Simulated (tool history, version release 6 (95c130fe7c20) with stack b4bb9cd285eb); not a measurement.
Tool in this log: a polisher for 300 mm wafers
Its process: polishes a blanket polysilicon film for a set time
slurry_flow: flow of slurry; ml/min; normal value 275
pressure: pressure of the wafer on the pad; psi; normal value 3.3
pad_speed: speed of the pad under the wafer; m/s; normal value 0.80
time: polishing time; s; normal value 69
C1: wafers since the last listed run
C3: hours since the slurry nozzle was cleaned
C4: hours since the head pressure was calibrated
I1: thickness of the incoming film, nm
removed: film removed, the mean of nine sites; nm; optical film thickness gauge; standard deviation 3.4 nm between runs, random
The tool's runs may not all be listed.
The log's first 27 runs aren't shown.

{"run": 28, "hour": 2062.6, "slurry_flow": 275, "pressure": 3.9, "pad_speed": 0.68, "time": 69, "C1": 842, "wafers polished on this pad": 6453, "C3": 233.4, "C4": 223.5, "I1": 1520.4, "removed": 490.0}
{"run": 29, "hour": 2100.3, "slurry_flow": 340, "pressure": 4.3, "pad_speed": 0.8, "time": 69, "C1": 442, "wafers polished on this pad": 6895, "C3": 271.1, "C4": 261.2, "I1": 1538.9, "removed": 650.6}
{"run": 30, "hour": 2158.2, "slurry_flow": 275, "pressure": 2.5, "pad_speed": 0.88, "time": 46, "C1": 679, "wafers polished on this pad": 7574, "C3": 329.0, "C4": 319.1, "I1": 1510.2, "removed": 267.4}
{"run": 31, "hour": 2204.7, "slurry_flow": 330, "pressure": 4.0, "pad_speed": 1.0, "time": 86, "C1": 545, "wafers polished on this pad": 8120, "C3": 375.5, "C4": 365.6, "I1": 1491.9, "removed": 905.7}
{"run": 32, "hour": 2243.6, "slurry_flow": 275, "pressure": 3.3, "pad_speed": 0.8, "time": 59, "C1": 456, "wafers polished on this pad": 8577, "C3": 414.4, "C4": 404.5, "I1": 1526.1, "removed": 415.7}
{"hour": 2278.6, "done": "worn pad replaced by a new one"}
{"run": 33, "hour": 2315.2, "slurry_flow": 275, "pressure": 3.3, "pad_speed": 0.8, "time": 69, "C1": 793, "wafers polished on this pad": 429, "C3": 486.0, "C4": 476.1, "I1": 1509.4, "removed": 486.7}
{"run": 34, "hour": 2394.7, "slurry_flow": 180, "pressure": 3.3, "pad_speed": 0.8, "time": 92, "C1": 932, "wafers polished on this pad": 1362, "C3": 565.5, "C4": 555.6, "I1": 1534.6, "removed": 605.8}
{"run": 35, "hour": 2467.6, "slurry_flow": 275, "pressure": 2.8, "pad_speed": 0.7, "time": 51, "C1": 855, "wafers polished on this pad": 2217, "C3": 638.4, "C4": 628.5, "I1": 1530.5, "removed": 270.5}
{"run": 36, "hour": 2515.9, "slurry_flow": 275, "pressure": 3.3, "pad_speed": 0.8, "time": 69, "C1": 566, "wafers polished on this pad": 2784, "C3": 686.7, "C4": 676.8, "I1": 1516.2, "removed": 481.1}

What if the next run were any one of these 5? Each begins from the tool's condition after run 36:
{"run": "A", "hour": 2516.4, "slurry_flow": 275, "pressure": 3.3, "pad_speed": 0.92, "time": 69, "C1": 5, "wafers polished on this pad": 2790, "C3": 687.2, "C4": 677.3, "I1": 1521.3, "removed": "?"}
{"run": "B", "hour": 2516.4, "slurry_flow": 235, "pressure": 3.8, "pad_speed": 1.04, "time": 76, "C1": 5, "wafers polished on this pad": 2790, "C3": 687.2, "C4": 677.3, "I1": 1521.3, "removed": "?"}
{"run": "C", "hour": 2516.4, "slurry_flow": 315, "pressure": 3.0, "pad_speed": 0.54, "time": 47, "C1": 5, "wafers polished on this pad": 2790, "C3": 687.2, "C4": 677.3, "I1": 1521.3, "removed": "?"}
{"run": "D", "hour": 2516.4, "slurry_flow": 230, "pressure": 3.3, "pad_speed": 0.8, "time": 79, "C1": 5, "wafers polished on this pad": 2790, "C3": 687.2, "C4": 677.3, "I1": 1521.3, "removed": "?"}
{"run": "E", "hour": 2516.4, "slurry_flow": 365, "pressure": 4.3, "pad_speed": 0.8, "time": 63, "C1": 5, "wafers polished on this pad": 2790, "C3": 687.2, "C4": 677.3, "I1": 1521.3, "removed": "?"}

run=A removed=552.4
run=B removed=768.4
run=C removed=217.9
run=D removed=546.5
run=E removed=595.4
The same runs, with their run-to-run variation unchanged, on a tool lacking any hidden condition would have given:
run=A removed=552.4
run=B removed=768.4
run=C removed=217.9
run=D removed=546.5
run=E removed=595.4
